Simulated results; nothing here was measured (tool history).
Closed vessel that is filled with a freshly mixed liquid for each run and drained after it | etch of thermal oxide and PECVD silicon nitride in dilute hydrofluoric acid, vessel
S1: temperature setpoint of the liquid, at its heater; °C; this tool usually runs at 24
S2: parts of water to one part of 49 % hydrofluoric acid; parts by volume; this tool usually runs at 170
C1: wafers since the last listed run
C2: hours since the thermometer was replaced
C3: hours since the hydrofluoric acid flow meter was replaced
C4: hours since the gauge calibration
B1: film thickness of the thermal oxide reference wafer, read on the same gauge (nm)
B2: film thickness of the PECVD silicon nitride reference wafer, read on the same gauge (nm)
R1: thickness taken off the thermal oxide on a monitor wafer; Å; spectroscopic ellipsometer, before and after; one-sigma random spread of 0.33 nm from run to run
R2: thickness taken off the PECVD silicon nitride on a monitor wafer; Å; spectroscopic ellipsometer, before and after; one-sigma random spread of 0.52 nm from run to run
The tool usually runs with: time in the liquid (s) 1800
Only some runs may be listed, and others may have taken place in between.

Run 1, day 0.000: usual settings; C1 0; C2 216.4; C3 1088.2; C4 293.9; B1 139.99; B2 80.00. Result: R1 456.6 Å, R2 537.5 Å.
Run 2, day 1.350: usual settings; C1 1013; C2 248.8; C3 1120.6; C4 326.3; B1 139.99; B2 80.00. Result: R1 450.9 Å, R2 532.7 Å.
Run 3, day 3.842: usual settings; C1 1870; C2 308.6; C3 1180.4; C4 386.1; B1 140.00; B2 80.00. Result: R1 462.5 Å, R2 537.6 Å.
Run 4, day 6.671: usual settings; C1 2123; C2 376.5; C3 1248.3; C4 454.0; B1 140.01; B2 80.01. Result: R1 455.1 Å, R2 532.0 Å.
Run 5, day 8.412: usual settings but S2 150 parts by volume, time in the liquid (s) 1050; C1 1307; C2 418.3; C3 1290.1; C4 495.8; B1 139.97; B2 80.03. Result: R1 310.7 Å, R2 355.1 Å.
Run 6, day 10.546: usual settings but S2 150 parts by volume, time in the liquid (s) 1050; C1 1601; C2 469.5; C3 1341.3; C4 547.0; B1 140.02; B2 80.02. Result: R1 311.2 Å, R2 356.0 Å.
Run 7, day 12.712: usual settings but S2 150 parts by volume, time in the liquid (s) 1050; C1 1626; C2 521.5; C3 1393.3; C4 599.0; B1 139.96; B2 79.99. Result: R1 309.8 Å, R2 363.5 Å.
Run 8, day 14.371: usual settings; C1 1244; C2 561.3; C3 1433.1; C4 638.8; B1 139.99; B2 80.00. Result: R1 458.7 Å, R2 545.3 Å.
Run 9, day 16.188: usual settings; C1 1363; C2 604.9; C3 1476.7; C4 682.4; B1 140.03; B2 79.99. Result: R1 461.7 Å, R2 530.5 Å.
Run 10, day 18.950: usual settings but S1 27 °C; C1 2073; C2 671.2; C3 1543.0; C4 748.7; B1 140.02; B2 80.02. Result: R1 514.6 Å, R2 658.4 Å.
Run 11, day 21.417: usual settings but S1 27 °C; C1 1851; C2 730.4; C3 1602.2; C4 807.9; B1 139.99; B2 79.99. Result: R1 514.6 Å, R2 648.4 Å.
Run 12, day 22.458: usual settings; C1 781; C2 755.4; C3 1627.2; C4 832.9; B1 139.97; B2 80.00. Result: R1 461.5 Å, R2 537.7 Å.
At day 24.617: thermometer replaced.
Run 13, day 25.071: usual settings; C1 1929; C2 10.9; C3 1689.9; C4 895.6; B1 140.01; B2 80.02. Result: R1 461.7 Å, R2 546.8 Å.
Run 14, day 27.333: usual settings but S2 110 parts by volume; C1 1698; C2 65.2; C3 1744.2; C4 949.9; B1 140.02; B2 80.02. Result: R1 775.2 Å, R2 832.5 Å.
Run 15, day 29.988: usual settings but S2 95 parts by volume, time in the liquid (s) 2215; C1 1992; C2 128.9; C3 1807.9; C4 1013.6; B1 140.00; B2 80.02. Result: R1 1115.2 Å, R2 1205.0 Å.

What will run 16 give?
At day 31.279: hydrofluoric acid flow meter replaced.
Run 16, day 32.383: usual settings but time in the liquid (s) 895; C1 1766; C2 186.4; C3 26.5; C4 1071.1; B1 ?; B2 ?. Result: R1 ?, R2 ?.

B1: 140.01
B2: 80.01
R1: 240.3 Å
R2: 281.7 Å
If the tool had no hidden condition, the same run with the same run-to-run variation would have returned R1 217.9 Å, R2 259.6 Å.
